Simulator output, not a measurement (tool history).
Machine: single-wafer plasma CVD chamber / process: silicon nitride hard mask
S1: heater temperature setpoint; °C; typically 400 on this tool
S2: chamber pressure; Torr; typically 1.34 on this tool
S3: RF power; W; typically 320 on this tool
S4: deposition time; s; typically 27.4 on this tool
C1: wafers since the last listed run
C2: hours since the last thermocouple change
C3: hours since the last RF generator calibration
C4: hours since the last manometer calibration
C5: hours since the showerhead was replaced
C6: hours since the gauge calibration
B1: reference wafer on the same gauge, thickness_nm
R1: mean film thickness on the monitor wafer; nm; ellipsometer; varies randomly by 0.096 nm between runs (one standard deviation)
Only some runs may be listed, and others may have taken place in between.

Run 1, hour 0: usual settings; C1 0; C2 1555.7; C3 1100.3; C4 2014.8; C5 4405.7; C6 770.5; B1 31.567. Result: R1 29.371 nm.
Run 2, hour 20.3: usual settings but S3 355 W; C1 254; C2 1576; C3 1120.6; C4 2035.1; C5 4426; C6 790.8; B1 31.589. Result: R1 31.267 nm.
Run 3, hour 53: usual settings but S3 355 W; C1 410; C2 1608.7; C3 1153.3; C4 2067.8; C5 4458.7; C6 823.5; B1 31.603. Result: R1 31.197 nm.
Run 4, hour 72.3: usual settings but S3 355 W; C1 242; C2 1628; C3 1172.6; C4 2087.1; C5 4478; C6 842.8; B1 31.621. Result: R1 31.173 nm.
At hour 164.8: gauge calibrated.
Run 5, hour 171.8: usual settings but S2 1.1 Torr; C1 1248; C2 1727.5; C3 1272.1; C4 2186.6; C5 4577.5; C6 7; B1 30.905. Result: R1 25.848 nm.
At hour 203.2: thermocouple changed; heater temperature recalibrated.
Run 6, hour 203.7: usual settings; C1 299; C2 0.5; C3 1304; C4 2218.5; C5 4609.4; C6 38.9; B1 31.003. Result: R1 29.068 nm.
Run 7, hour 216.7: usual settings; C1 163; C2 13.5; C3 1317; C4 2231.5; C5 4622.4; C6 51.9; B1 31.001. Result: R1 28.739 nm.
Run 8, hour 251.5: usual settings but S3 275 W; C1 436; C2 48.3; C3 1351.8; C4 2266.3; C5 4657.2; C6 86.7; B1 31.066. Result: R1 26.456 nm.
Run 9, hour 272.6: usual settings but S3 275 W; C1 264; C2 69.4; C3 1372.9; C4 2287.4; C5 4678.3; C6 107.8; B1 31.095. Result: R1 26.653 nm.
Run 10, hour 297.7: usual settings but S3 275 W; C1 314; C2 94.5; C3 1398; C4 2312.5; C5 4703.4; C6 132.9; B1 31.109. Result: R1 26.587 nm.
Run 11, hour 323.3: usual settings; C1 321; C2 120.1; C3 1423.6; C4 2338.1; C5 4729; C6 158.5; B1 31.185. Result: R1 28.937 nm.
Run 12, hour 341.1: usual settings but S2 1.56 Torr, S4 23.7 s; C1 223; C2 137.9; C3 1441.4; C4 2355.9; C5 4746.8; C6 176.3; B1 31.228. Result: R1 26.963 nm.
Run 13, hour 356.4: usual settings but S2 1.25 Torr, S4 31.7 s; C1 191; C2 153.2; C3 1456.7; C4 2371.2; C5 4762.1; C6 191.6; B1 31.201. Result: R1 32.477 nm.
At hour 389.2: capacitance manometer re-zeroed and calibrated.
Run 14, hour 389.7: usual settings but S1 393 °C, S2 1.66 Torr, S3 290 W, S4 31.3 s; C1 317; C2 186.5; C3 1490; C4 0.5; C5 4795.4; C6 224.9; B1 31.282. Result: R1 34.677 nm.
Run 15, hour 414.6: usual settings but S1 391 °C, S2 1.53 Torr, S3 375 W, S4 29.2 s; C1 312; C2 211.4; C3 1514.9; C4 25.4; C5 4820.3; C6 249.8; B1 31.273. Result: R1 36.288 nm.
At hour 446.6: showerhead replaced.
Run 16, hour 447.1: usual settings but S1 408 °C, S3 370 W; C1 307; C2 243.9; C3 1547.4; C4 57.9; C5 0.5; C6 282.3; B1 31.305. Result: R1 31.508 nm.
Run 17, hour 476.1: usual settings but S1 389 °C, S3 360 W, S4 31.4 s; C1 363; C2 272.9; C3 1576.4; C4 86.9; C5 29.5; C6 311.3; B1 31.373. Result: R1 35.851 nm.
Run 18, hour 498.7: usual settings; C1 283; C2 295.5; C3 1599; C4 109.5; C5 52.1; C6 333.9; B1 31.356. Result: R1 29.12 nm.
Run 19, hour 517.2: usual settings but S2 1.24 Torr, S3 345 W; C1 232; C2 314; C3 1617.5; C4 128; C5 70.6; C6 352.4; B1 31.396. Result: R1 29.222 nm.
Run 20, hour 529.8: usual settings but S2 1.06 Torr; C1 158; C2 326.6; C3 1630.1; C4 140.6; C5 83.2; C6 365; B1 31.336. Result: R1 25.397 nm.
Run 21, hour 550.6: usual settings but S1 409 °C, S2 1.22 Torr; C1 260; C2 347.4; C3 1650.9; C4 161.4; C5 104; C6 385.8; B1 31.397. Result: R1 27.827 nm.
At hour 589: RF generator calibrated.
Run 22, hour 596.2: usual settings but S3 345 W; C1 471; C2 393; C3 7.2; C4 207; C5 149.6; C6 431.4; B1 31.422. Result: R1 30.559 nm.
Run 23, hour 622.6: usual settings; C1 331; C2 419.4; C3 33.6; C4 233.4; C5 176; C6 457.8; B1 31.44. Result: R1 29.289 nm.
Run 24, hour 643.1: usual settings but S3 355 W; C1 257; C2 439.9; C3 54.1; C4 253.9; C5 196.5; C6 478.3; B1 31.448. Result: R1 31.043 nm.
Run 25, hour 667.7: usual settings but S1 406 °C, S4 23 s; C1 308; C2 464.5; C3 78.7; C4 278.5; C5 221.1; C6 502.9; B1 31.454. Result: R1 24.605 nm.
Run 26, hour 695.6: usual settings; C1 350; C2 492.4; C3 106.6; C4 306.4; C5 249; C6 530.8; B1 31.475. Result: R1 29.365 nm.
Run 27, hour 777.5: usual settings but S2 1.43 Torr, S3 365 W; C1 1027; C2 574.3; C3 188.5; C4 388.3; C5 330.9; C6 612.7; B1 31.471. Result: R1 32.645 nm.
Run 28, hour 809.3: usual settings; C1 398; C2 606.1; C3 220.3; C4 420.1; C5 362.7; C6 644.5; B1 31.549. Result: R1 29.393 nm.
Run 29, hour 828.8: usual settings; C1 244; C2 625.6; C3 239.8; C4 439.6; C5 382.2; C6 664; B1 31.494. Result: R1 29.464 nm.

Describe how what the log doesn't record of the tool's condition differs between the last listed run preceding each entry between runs and the first listed run following it.
From run 4 to run 5: gauge calibrated (hour 164.8)
  gauge reads high (%): 2.29 -> 0.132
  what was measured, less what the result would be without the hidden state, R1: +0.697 -> +0.034 nm
From run 5 to run 6: thermocouple changed; heater temperature recalibrated (hour 203.2)
  gauge reads high (%): 0.132 -> 0.326
  what was measured, less what the result would be without the hidden state, R1: +0.034 -> +0.094 nm
From run 13 to run 14: capacitance manometer re-zeroed and calibrated (hour 389.2)
  gauge reads high (%): 1.04 -> 1.16
  what was measured, less what the result would be without the hidden state, R1: +0.336 -> +0.398 nm
From run 15 to run 16: showerhead replaced (hour 446.6)
  gauge reads high (%): 1.24 -> 1.34
  what was measured, less what the result would be without the hidden state, R1: +0.445 -> +0.417 nm
From run 21 to run 22: RF generator calibrated (hour 589)
  gauge reads high (%): 1.6 -> 1.69
  what was measured, less what the result would be without the hidden state, R1: +0.438 -> +0.507 nm
